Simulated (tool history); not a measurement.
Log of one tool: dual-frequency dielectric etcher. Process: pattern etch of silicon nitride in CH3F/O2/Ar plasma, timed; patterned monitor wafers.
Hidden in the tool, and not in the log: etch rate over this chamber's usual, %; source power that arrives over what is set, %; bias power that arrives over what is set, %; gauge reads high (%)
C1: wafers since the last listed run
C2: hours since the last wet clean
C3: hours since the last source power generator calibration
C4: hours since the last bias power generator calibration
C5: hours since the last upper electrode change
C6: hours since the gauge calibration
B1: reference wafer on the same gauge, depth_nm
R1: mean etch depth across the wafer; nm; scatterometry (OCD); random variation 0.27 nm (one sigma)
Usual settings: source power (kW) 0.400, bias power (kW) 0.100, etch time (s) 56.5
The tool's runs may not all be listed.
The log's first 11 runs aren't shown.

run 12 hour=508.0 | source_power_(kW)=0.400 bias_power_(kW)=0.100 etch_time_(s)=56.5 | C1=1049 C2=80.3 C3=1407.6 C4=2032.8 C5=3439.0 C6=940.8 | B1=51.51 | R1=43.41
run 13 hour=567.9 | source_power_(kW)=0.400 bias_power_(kW)=0.100 etch_time_(s)=46.0 | C1=980 C2=140.2 C3=1467.5 C4=2092.7 C5=3498.9 C6=1000.7 | B1=51.52 | R1=35.38
run 14 hour=604.6 | source_power_(kW)=0.460 bias_power_(kW)=0.100 etch_time_(s)=46.0 | C1=600 C2=176.9 C3=1504.2 C4=2129.4 C5=3535.6 C6=1037.4 | B1=51.51 | R1=37.64
run 15 hour=673.0 | source_power_(kW)=0.400 bias_power_(kW)=0.114 etch_time_(s)=56.5 | C1=1119 C2=245.3 C3=1572.6 C4=2197.8 C5=3604.0 C6=1105.8 | B1=51.48 | R1=45.25
run 16 hour=713.8 | source_power_(kW)=0.440 bias_power_(kW)=0.100 etch_time_(s)=56.5 | C1=667 C2=286.1 C3=1613.4 C4=2238.6 C5=3644.8 C6=1146.6 | B1=51.53 | R1=44.02
run 17 hour=770.3 | source_power_(kW)=0.400 bias_power_(kW)=0.100 etch_time_(s)=66.5 | C1=924 C2=342.6 C3=1669.9 C4=2295.1 C5=3701.3 C6=1203.1 | B1=51.45 | R1=49.94
-- hour=816.9 source power generator calibrated
-- hour=818.6 gauge calibrated
-- hour=820.4 wet clean of the chamber
run 18 hour=825.6 | source_power_(kW)=0.370 bias_power_(kW)=0.092 etch_time_(s)=44.0 | C1=783 C2=5.2 C3=8.7 C4=2350.4 C5=3756.6 C6=7.0 | B1=51.47 | R1=31.60
run 19 hour=888.7 | source_power_(kW)=0.460 bias_power_(kW)=0.100 etch_time_(s)=46.0 | C1=1032 C2=68.3 C3=71.8 C4=2413.5 C5=3819.7 C6=70.1 | B1=51.48 | R1=37.12
-- hour=917.1 upper electrode replaced
run 20 hour=925.3 | source_power_(kW)=0.400 bias_power_(kW)=0.100 etch_time_(s)=56.5 | C1=206 C2=104.9 C3=108.4 C4=2450.1 C5=8.2 C6=106.7 | B1=51.47 | R1=42.62

Forecast run 21:
run 21 hour=956.0 | source_power_(kW)=0.310 bias_power_(kW)=0.111 etch_time_(s)=41.5 | C1=502 C2=135.6 C3=139.1 C4=2480.8 C5=38.9 C6=137.4 | B1=? | R1=?

{"run 21": {"B1": 51.41, "R1": 29.13}}
Without the tool's hidden state the same run would have given R1 29.92 nm.
